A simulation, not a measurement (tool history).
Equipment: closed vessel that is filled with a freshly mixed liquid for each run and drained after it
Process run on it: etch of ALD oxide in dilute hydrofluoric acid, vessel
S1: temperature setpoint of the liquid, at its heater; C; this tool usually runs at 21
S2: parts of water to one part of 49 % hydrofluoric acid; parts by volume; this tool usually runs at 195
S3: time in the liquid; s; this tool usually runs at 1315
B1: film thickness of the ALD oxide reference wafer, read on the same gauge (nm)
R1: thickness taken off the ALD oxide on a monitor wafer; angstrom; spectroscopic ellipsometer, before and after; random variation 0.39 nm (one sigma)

Run 1, hour 0: usual settings; B1 130. Result: R1 484.8 angstrom.
Run 2, hour 68.2: usual settings but S1 17.5 C; B1 130.01. Result: R1 413.7 angstrom.
Run 3, hour 136: usual settings but S2 240 parts by volume; B1 130.01. Result: R1 371.6 angstrom.
Run 4, hour 203.4: usual settings but S2 240 parts by volume; B1 130. Result: R1 372.2 angstrom.
Run 5, hour 252.9: usual settings but S2 240 parts by volume; B1 130. Result: R1 371.8 angstrom.
Run 6, hour 289.8: usual settings; B1 129.98. Result: R1 477.3 angstrom.
Run 7, hour 360.3: usual settings; B1 129.99. Result: R1 473.3 angstrom.
Run 8, hour 396.2: usual settings; B1 130. Result: R1 472.2 angstrom.
Run 9, hour 427.9: usual settings but S3 1870 s; B1 129.99. Result: R1 670.2 angstrom.
At hour 450.9: gauge calibrated.
Run 10, hour 493.4: usual settings; B1 129.98. Result: R1 463.8 angstrom.
Run 11, hour 551.5: usual settings; B1 130. Result: R1 475 angstrom.
Run 12, hour 615.6: usual settings; B1 130.03. Result: R1 468.1 angstrom.
Run 13, hour 772.3: usual settings; B1 130. Result: R1 473.7 angstrom.
Run 14, hour 805.1: usual settings; B1 130.01. Result: R1 471.1 angstrom.
Run 15, hour 830.9: usual settings; B1 129.99. Result: R1 472.9 angstrom.
Run 16, hour 893.5: usual settings but S2 155 parts by volume; B1 129.99. Result: R1 614.1 angstrom.
Run 17, hour 940.8: usual settings but S1 23.5 C, S2 290 parts by volume, S3 825 s; B1 130. Result: R1 199.9 angstrom.
Run 18, hour 972.6: usual settings but S2 280 parts by volume; B1 130.01. Result: R1 298 angstrom.
Run 19, hour 1034.6: usual settings; B1 130. Result: R1 464.3 angstrom.
Run 20, hour 1058.7: usual settings but S1 23 C, S2 275 parts by volume, S3 695 s; B1 129.99. Result: R1 174.2 angstrom.
Run 21, hour 1115.8: usual settings but S1 17 C, S2 270 parts by volume, S3 790 s; B1 129.98. Result: R1 163.8 angstrom.
Run 22, hour 1161.8: usual settings; B1 130. Result: R1 464 angstrom.
Run 23, hour 1229.5: usual settings; B1 130.02. Result: R1 467.7 angstrom.
Run 24, hour 1281.5: usual settings but S1 18.5 C, S2 255 parts by volume, S3 1805 s; B1 130.01. Result: R1 419.6 angstrom.
Run 25, hour 1307.9: usual settings but S1 23.5 C, S2 115 parts by volume; B1 129.99. Result: R1 968.3 angstrom.
At hour 1309.9: thermometer replaced.
At hour 1330.4: hydrofluoric acid flow meter replaced.
Run 26, hour 1337.6: usual settings but S1 24.5 C; B1 129.99. Result: R1 548.8 angstrom.
Run 27, hour 1376: usual settings but S2 280 parts by volume; B1 129.99. Result: R1 309.8 angstrom.
Run 28, hour 1439: usual settings but S1 18 C, S2 280 parts by volume, S3 1935 s; B1 129.99. Result: R1 404.2 angstrom.
Run 29, hour 1466.1: usual settings but S1 18 C; B1 130.02. Result: R1 424.3 angstrom.
Run 30, hour 1575.2: usual settings but S1 17 C; B1 130. Result: R1 413.8 angstrom.
Run 31, hour 1609.3: usual settings but S2 95 parts by volume, S3 550 s; B1 130.02. Result: R1 460.2 angstrom.
Run 32, hour 1679.9: usual settings but S2 285 parts by volume; B1 130. Result: R1 294.9 angstrom.
Run 33, hour 1720.9: usual settings; B1 129.99. Result: R1 484.1 angstrom.
Run 34, hour 1750.5: usual settings but S2 290 parts by volume, S3 705 s; B1 130. Result: R1 160.1 angstrom.
Run 35, hour 1779.9: usual settings but S3 1780 s; B1 130. Result: R1 650.9 angstrom.

Branching from run 35: 3 alternative next runs. What would each branch give?
Run A, hour 1780.9: usual settings but S2 235 parts by volume; B1 ?. Result: R1 ?.
Run B, hour 1780.9: usual settings but S2 140 parts by volume, S3 1900 s; B1 ?. Result: R1 ?.
Run C, hour 1780.9: usual settings but S1 23.5 C, S3 1680 s; B1 ?. Result: R1 ?.

run      B1      R1
  A  129.99   383.5
  B  129.99  1025.4
  C  129.99   675.2
Without the tool's unlogged condition, the same runs would have read:
run      R1
  A   387.4
  B  1035.1
  C     682

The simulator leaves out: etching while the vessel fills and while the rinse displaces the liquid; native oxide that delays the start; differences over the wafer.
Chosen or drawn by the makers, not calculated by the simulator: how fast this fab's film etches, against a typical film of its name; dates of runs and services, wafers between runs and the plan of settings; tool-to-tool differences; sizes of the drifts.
